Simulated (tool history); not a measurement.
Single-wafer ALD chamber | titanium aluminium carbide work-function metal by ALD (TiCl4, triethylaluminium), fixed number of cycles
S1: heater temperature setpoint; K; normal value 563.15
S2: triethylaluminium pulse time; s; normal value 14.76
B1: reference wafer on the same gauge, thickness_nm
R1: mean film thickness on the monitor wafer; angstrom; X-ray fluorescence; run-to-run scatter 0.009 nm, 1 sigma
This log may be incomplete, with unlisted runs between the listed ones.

Run 1, hour 0.0: usual settings; B1 1.952. Result: R1 20.38 angstrom.
Run 2, hour 26.9: usual settings; B1 1.953. Result: R1 20.29 angstrom.
Run 3, hour 60.6: usual settings; B1 1.958. Result: R1 20.21 angstrom.
Run 4, hour 88.4: usual settings; B1 1.958. Result: R1 20.35 angstrom.
Run 5, hour 119.7: usual settings; B1 1.961. Result: R1 20.32 angstrom.
Run 6, hour 153.7: usual settings; B1 1.964. Result: R1 20.22 angstrom.
Run 7, hour 171.9: usual settings; B1 1.966. Result: R1 20.56 angstrom.
Run 8, hour 184.3: usual settings but S1 568.15 K, S2 12.64 s; B1 1.970. Result: R1 20.68 angstrom.
Run 9, hour 213.6: usual settings but S1 568.15 K, S2 12.64 s; B1 1.973. Result: R1 20.65 angstrom.
Run 10, hour 225.7: usual settings but S1 553.15 K; B1 1.973. Result: R1 19.73 angstrom.
Run 11, hour 255.7: usual settings but S1 553.15 K; B1 1.976. Result: R1 19.69 angstrom.
At hour 268.7: triethylaluminium bottle replaced.
Run 12, hour 276.0: usual settings but S1 553.15 K; B1 1.980. Result: R1 19.82 angstrom.
At hour 294.2: gauge calibrated.
Run 13, hour 304.7: usual settings but S1 569.15 K, S2 11.86 s; B1 1.956. Result: R1 20.32 angstrom.
Run 14, hour 335.3: usual settings but S2 20.54 s; B1 1.956. Result: R1 20.51 angstrom.
Run 15, hour 362.2: usual settings but S1 573.15 K, S2 11.07 s; B1 1.953. Result: R1 20.58 angstrom.
Run 16, hour 393.8: usual settings; B1 1.956. Result: R1 20.49 angstrom.
Run 17, hour 411.7: usual settings but S1 553.15 K; B1 1.959. Result: R1 19.38 angstrom.
At hour 436.1: showerhead replaced.
Run 18, hour 436.7: usual settings but S1 575.15 K, S2 18.71 s; B1 1.958. Result: R1 21.46 angstrom.
At hour 454.8: thermocouple changed; heater temperature recalibrated.
Run 19, hour 494.2: usual settings but S1 572.15 K, S2 10.72 s; B1 1.961. Result: R1 20.48 angstrom.
Run 20, hour 514.1: usual settings but S1 559.15 K, S2 10.26 s; B1 1.963. Result: R1 19.34 angstrom.
Run 21, hour 533.1: usual settings but S1 575.15 K, S2 11.42 s; B1 1.965. Result: R1 20.89 angstrom.
Run 22, hour 545.7: usual settings but S2 17.56 s; B1 1.967. Result: R1 20.50 angstrom.
Run 23, hour 567.6: usual settings but S2 16.50 s; B1 1.969. Result: R1 20.60 angstrom.
Run 24, hour 586.8: usual settings; B1 1.969. Result: R1 20.49 angstrom.
Run 25, hour 617.2: usual settings but S2 12.46 s; B1 1.976. Result: R1 20.28 angstrom.

Predict each of these 5 candidate next runs independently; none follows another, all start after run 25:
Run A, hour 617.6: usual settings but S2 16.94 s; B1 ?. Result: R1 ?.
Run B, hour 617.6: usual settings but S1 548.15 K, S2 18.79 s; B1 ?. Result: R1 ?.
Run C, hour 617.6: usual settings but S2 19.07 s; B1 ?. Result: R1 ?.
Run D, hour 617.6: usual settings but S1 550.15 K, S2 19.98 s; B1 ?. Result: R1 ?.
Run E, hour 617.6: usual settings but S1 552.15 K, S2 12.42 s; B1 ?. Result: R1 ?.

run     B1     R1
  A  1.973  20.55
  B  1.973  19.37
  C  1.973  20.58
  D  1.973  19.53
  E  1.973  19.37
With no hidden state in the tool, these same runs would have given:
run     R1
  A  20.29
  B  19.12
  C  20.32
  D  19.29
  E  19.13
